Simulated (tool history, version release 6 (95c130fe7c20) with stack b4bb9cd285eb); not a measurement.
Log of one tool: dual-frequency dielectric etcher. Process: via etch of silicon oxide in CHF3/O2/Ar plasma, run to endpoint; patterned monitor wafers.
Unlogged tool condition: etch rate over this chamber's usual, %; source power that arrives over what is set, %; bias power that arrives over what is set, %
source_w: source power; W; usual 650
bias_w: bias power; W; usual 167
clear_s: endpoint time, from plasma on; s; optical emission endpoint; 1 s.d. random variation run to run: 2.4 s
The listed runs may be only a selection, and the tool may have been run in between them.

run    hour  source_w  bias_w  wafers since the last listed run  hours since the last wet clean  hours since the last source power generator calibration  hours since the last bias power generator calibration  hours since the last upper electrode change  incoming incoming film thickness, nm  clear_s
  1       0       730     177                                 0                           164.8                                                   3921.1                                                 2092.8                                         2657                                   790    426.4
  2    36.9       730     177                               208                           201.7                                                     3958                                                 2129.7                                       2693.9                                 788.6    423.5
  3    88.4       650     167                               290                           253.2                                                   4009.5                                                 2181.2                                       2745.4                                 792.8    459.2
  4   117.1       650     167                               162                           281.9                                                   4038.2                                                 2209.9                                       2774.1                                 783.8      458
      256.1  -- wet clean of the chamber
  5   256.6       650     167                               652                             0.5                                                   4177.7                                                 2349.4                                       2913.6                                 783.1    446.9
  6   280.3       650     167                               133                            24.2                                                   4201.4                                                 2373.1                                       2937.3                                   791    451.5
  7   336.7       650     167                               318                            80.6                                                   4257.8                                                 2429.5                                       2993.7                                 780.4      444
  8   406.7       650     167                               395                           150.6                                                   4327.8                                                 2499.5                                       3063.7                                 790.9    455.7
  9   455.8       650     167                               277                           199.7                                                   4376.9                                                 2548.6                                       3112.8                                 787.5    455.4
 10   498.3       650     167                               240                           242.2                                                   4419.4                                                 2591.1                                       3155.3                                 788.1    454.5
 11   563.6       650     167                               368                           307.5                                                   4484.7                                                 2656.4                                       3220.6                                 784.2    453.9
 12   630.8       650     190                               379                           374.7                                                   4551.9                                                 2723.6                                       3287.8                                 790.8    430.1
      659.7  -- wet clean of the chamber
 13     700       650     190                               255                            40.3                                                   4621.1                                                 2792.8                                         3357                                 782.6    418.5
 14   731.2       650     167                               176                            71.5                                                   4652.3                                                   2824                                       3388.2                                 777.6    449.9
 15   762.7       650     167                               177                             103                                                   4683.8                                                 2855.5                                       3419.7                                 783.2    451.3
 16   828.7       650     167                               372                             169                                                   4749.8                                                 2921.5                                       3485.7                                 781.9    451.9
      857.1  -- bias power generator calibrated
 17   892.7       650     167                               339                             233                                                   4813.8                                                   35.6                                       3549.7                                 788.4    458.4
 18   936.8       650     167                               249                           277.1                                                   4857.9                                                   79.7                                       3593.8                                 782.6    457.3
 19     965       650     167                               159                           305.3                                                   4886.1                                                  107.9                                         3622                                 788.6      463
      979.5  -- source power generator calibrated
     1032.3  -- wet clean of the chamber
 20  1032.8       650     146                               224                             0.5                                                     53.3                                                  175.7                                       3689.8                                 777.8    472.4
 21  1046.8       740     193                                79                            14.5                                                     67.3                                                  189.7                                       3703.8                                 790.3    397.7
 22  1084.9       610     138                               215                            52.6                                                    105.4                                                  227.8                                       3741.9                                 786.6    504.6
 23  1149.6       540     185                               365                           117.3                                                    170.1                                                  292.5                                       3806.6                                   781      444
 24    1200       650     167                               284                           167.7                                                    220.5                                                  342.9                                         3857                                 780.4    445.4
 25  1233.4       650     167                               188                           201.1                                                    253.9                                                  376.3                                       3890.4                                 782.7    452.5
 26  1278.6       570     167                               255                           246.3                                                    299.1                                                  421.5                                       3935.6                                 786.9    473.9
     1334.3  -- upper electrode replaced
 27  1334.8       700     134                               181                           302.5                                                    355.3                                                  477.7                                          0.5                                 787.3    504.5
 28  1365.5       770     185                               173                           333.2                                                      386                                                  508.4                                         31.2                                 789.1    412.5
     1395.8  -- wet clean of the chamber
 29  1426.7       650     194                               210                            30.9                                                    447.2                                                  569.6                                         92.4                                 783.8    414.1
 30    1474       740     190                               267                            78.2                                                    494.5                                                  616.9                                        139.7                                 790.4    404.1
 31  1514.3       650     140                               227                           118.5                                                    534.8                                                  657.2                                          180                                 791.2    498.4
 32  1557.7       570     167                               245                           161.9                                                    578.2                                                  700.6                                        223.4                                 780.6    465.8
 33  1607.2       650     167                               279                           211.4                                                    627.7                                                  750.1                                        272.9                                 792.5    462.4
 34  1631.9       730     195                               139                           236.1                                                    652.4                                                  774.8                                        297.6                                 784.6    407.9
 35  1695.8       650     167                               361                             300                                                    716.3                                                  838.7                                        361.5                                   779    454.6
 36  1756.1       650     208                               340                           360.3                                                    776.6                                                    899                                        421.8                                 787.9    415.4

3 options for the next run, each taken on its own from the tool as it stands now. Forecast them:
  A  1756.6       650     187                                 2                           360.8                                                    777.1                                                  899.5                                        422.3                                 795.6        ?
  B  1756.6       750     167                                 2                           360.8                                                    777.1                                                  899.5                                        422.3                                 795.6        ?
  C  1756.6       710     167                                 2                           360.8                                                    777.1                                                  899.5                                        422.3                                 795.6        ?

run  clear_s
  A    432.5
  B    437.4
  C    445.5
Without the tool's hidden state the same runs would have given:
run  clear_s
  A    420.7
  B    425.5
  C    433.4
